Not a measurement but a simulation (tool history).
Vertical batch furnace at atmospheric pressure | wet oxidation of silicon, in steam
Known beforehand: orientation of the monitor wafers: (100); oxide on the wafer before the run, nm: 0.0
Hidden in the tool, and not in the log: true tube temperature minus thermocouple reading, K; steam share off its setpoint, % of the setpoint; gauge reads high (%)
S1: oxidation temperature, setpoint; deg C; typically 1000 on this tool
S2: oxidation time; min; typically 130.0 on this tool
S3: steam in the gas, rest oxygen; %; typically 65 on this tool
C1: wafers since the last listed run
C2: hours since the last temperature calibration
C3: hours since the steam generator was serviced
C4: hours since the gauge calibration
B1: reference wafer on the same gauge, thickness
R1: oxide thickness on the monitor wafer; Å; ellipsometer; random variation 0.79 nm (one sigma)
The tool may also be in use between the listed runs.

| run | hour | S1 | S2 | S3 | C1 | C2 | C3 | C4 | B1 | R1 |
|---|---|---|---|---|---|---|---|---|---|---|
| 1 | 0.0 | 1000 | 157.5 | 65 | 0 | 4170.9 | 3769.4 | 173.4 | 481.70 | 5668.0 |
| 2 | 11.9 | 1000 | 157.5 | 65 | 81 | 4182.8 | 3781.3 | 185.3 | 481.71 | 5665.5 |
| 3 | 30.8 | 1000 | 82.0 | 71 | 129 | 4201.7 | 3800.2 | 204.2 | 482.27 | 3879.7 |
| 4 | 51.7 | 1000 | 82.0 | 71 | 143 | 4222.6 | 3821.1 | 225.1 | 482.05 | 3878.6 |
| 5 | 77.7 | 1000 | 130.0 | 65 | 178 | 4248.6 | 3847.1 | 251.1 | 481.90 | 4982.5 |
|  | 111.1 | steam generator serviced |
| 6 | 111.6 | 1000 | 130.0 | 65 | 67 | 4282.5 | 0.5 | 285.0 | 482.05 | 5279.8 |
| 7 | 119.1 | 1000 | 130.0 | 65 | 51 | 4290.0 | 8.0 | 292.5 | 481.94 | 5281.9 |
| 8 | 143.0 | 1000 | 130.0 | 65 | 163 | 4313.9 | 31.9 | 316.4 | 482.26 | 5278.3 |
| 9 | 156.8 | 1000 | 130.0 | 65 | 94 | 4327.7 | 45.7 | 330.2 | 482.09 | 5274.8 |
|  | 183.6 | thermocouples replaced and temperature profile calibrated |
| 10 | 184.1 | 1008 | 183.0 | 65 | 22 | 0.5 | 73.0 | 357.5 | 481.83 | 6856.3 |
| 11 | 205.9 | 1000 | 130.0 | 65 | 149 | 22.3 | 94.8 | 379.3 | 482.38 | 5258.1 |
| 12 | 225.6 | 1000 | 75.5 | 65 | 134 | 42.0 | 114.5 | 399.0 | 481.80 | 3642.9 |
|  | 232.5 | gauge calibrated |
| 13 | 240.0 | 1009 | 111.0 | 70 | 98 | 56.4 | 128.9 | 7.5 | 481.69 | 5286.1 |
| 14 | 253.1 | 1000 | 130.0 | 56 | 89 | 69.5 | 142.0 | 20.6 | 481.77 | 4746.0 |
| 15 | 274.9 | 1000 | 130.0 | 65 | 149 | 91.3 | 163.8 | 42.4 | 482.14 | 5241.7 |
| 16 | 294.9 | 1017 | 130.0 | 58 | 136 | 111.3 | 183.8 | 62.4 | 482.08 | 5412.1 |
| 17 | 308.5 | 1012 | 99.0 | 56 | 93 | 124.9 | 197.4 | 76.0 | 481.90 | 4291.0 |
| 18 | 337.6 | 987 | 130.0 | 65 | 199 | 154.0 | 226.5 | 105.1 | 482.34 | 4792.4 |
| 19 | 359.6 | 1000 | 130.0 | 65 | 150 | 176.0 | 248.5 | 127.1 | 481.90 | 5231.3 |

Below are 3 alternative next runs, each starting from the tool's condition after run 19. Predict each:
| A | 366.5 | 1000 | 130.0 | 65 | 47 | 182.9 | 255.4 | 134.0 | ? | ? |
| B | 366.5 | 983 | 149.0 | 55 | 47 | 182.9 | 255.4 | 134.0 | ? | ? |
| C | 366.5 | 1019 | 180.0 | 61 | 47 | 182.9 | 255.4 | 134.0 | ? | ? |

| run | B1 | R1 |
|---|---|---|
| A | 482.13 | 5235.4 |
| B | 482.13 | 4554.6 |
| C | 482.13 | 6921.4 |
Without the tool's unlogged condition, the same runs would have read:
| run | R1 |
|---|---|
| A | 5297.7 |
| B | 4611.5 |
| C | 6998.2 |
